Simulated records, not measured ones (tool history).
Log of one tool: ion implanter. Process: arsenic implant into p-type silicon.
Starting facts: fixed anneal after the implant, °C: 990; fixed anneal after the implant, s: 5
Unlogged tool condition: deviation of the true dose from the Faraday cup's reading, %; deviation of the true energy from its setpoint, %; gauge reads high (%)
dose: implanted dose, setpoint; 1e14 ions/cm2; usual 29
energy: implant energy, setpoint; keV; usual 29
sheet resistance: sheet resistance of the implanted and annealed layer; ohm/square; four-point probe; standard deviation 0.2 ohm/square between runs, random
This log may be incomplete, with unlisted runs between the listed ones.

run,hour,dose,energy,wafers since the last listed run,hours since the last dose calibration,hours since the extraction supply was calibrated,hours since the gauge calibration,"read-back reference wafer on the same gauge, sheet resistance",sheet resistance
1,0,29,29,0,1696.5,4549.9,120.4,94.05,97.38
2,9.1,32.79,29,182,1705.6,4559,129.5,94.09,96.2
3,42.5,32.79,29,669,1739,4592.4,162.9,94.03,96.32
4,54,33.91,29,230,1750.5,4603.9,174.4,94.12,95.57
5,71.8,29,29,356,1768.3,4621.7,192.2,94.17,97.5
6,80.8,29,32.5,180,1777.3,4630.7,201.2,94.08,91.49
7,97.6,29,32.5,336,1794.1,4647.5,218,94.07,91.47
8,106.3,29,29,174,1802.8,4656.2,226.7,94.11,97.27
9,122,29,29,314,1818.5,4671.9,242.4,94.1,97.96
10,139.7,29,29,354,1836.2,4689.6,260.1,94.13,97.57
11,157.4,29,29,354,1853.9,4707.3,277.8,94.15,97.93
12,168.5,29,29,222,1865,4718.4,288.9,94.13,97.68
13,182.6,34.14,29,282,1879.1,4732.5,303,94.11,95.58
14,189.6,29,29,140,1886.1,4739.5,310,94.13,97.24
15,199.2,29,29,192,1895.7,4749.1,319.6,94.04,97.48
16,212.7,29,29,270,1909.2,4762.6,333.1,94,97.52
17,227.8,29,29,302,1924.3,4777.7,348.2,94.13,97.99
18,238.5,29,29,214,1935,4788.4,358.9,94.11,97.79
19,247.9,29,29,188,1944.4,4797.8,368.3,94.09,97.78
20,254.1,25.57,24.5,124,1950.6,4804,374.5,94.17,109.05
# hour 270.4: extraction supply calibrated
21,276.2,29,21.5,282,1972.7,5.8,396.6,94.16,115.36
22,282.8,29,19.5,132,1979.3,12.4,403.2,94.09,121.44
23,300.2,23.92,21,348,1996.7,29.8,420.6,94.1,118.75
24,332.9,24.17,36.5,655,2029.4,62.5,453.3,94.05,88.22
25,347.3,29,39,288,2043.8,76.9,467.7,94.12,82.49
# hour 358: gauge calibrated
# hour 368.9: Faraday cup replaced and dose calibrated
26,369.4,36.56,21,282,0.5,99,11.4,94.11,114.41
27,381.4,26.37,37,240,12.5,111,23.4,94.08,86.53
28,424.7,37.63,39,868,55.8,154.3,66.7,94.1,79.69
29,433.5,32.59,34,176,64.6,163.1,75.5,94.01,87.75
30,445.6,29,29,242,76.7,175.2,87.6,94.09,97.61
31,452.7,23.41,22.5,142,83.8,182.3,94.7,94.1,115.62
32,463.5,31.47,36,216,94.6,193.1,105.5,94.09,85.53
33,472,22.63,34,170,103.1,201.6,114,94.1,92.46
34,485.4,29,29,268,116.5,215,127.4,94.07,97.85
35,496.9,29,29,230,128,226.5,138.9,94.14,97.58
36,510.6,29,29,274,141.7,240.2,152.6,94.07,97.82

5 options for the next run, each taken on its own from the tool as it stands now. Forecast them:
A,511,29,29,8,142.1,240.6,153,?,?
B,511,36.69,38,8,142.1,240.6,153,?,?
C,511,34.95,35.5,8,142.1,240.6,153,?,?
D,511,37.69,32,8,142.1,240.6,153,?,?
E,511,22.08,35.5,8,142.1,240.6,153,?,?

run,"read-back reference wafer on the same gauge, sheet resistance",sheet resistance
A,94.06,97.6
B,94.06,80.88
C,94.06,84.74
D,94.06,89.3
E,94.06,90.94
Without the tool's unlogged condition, the same runs would have read:
run,sheet resistance
A,97.6
B,80.88
C,84.74
D,89.3
E,90.94
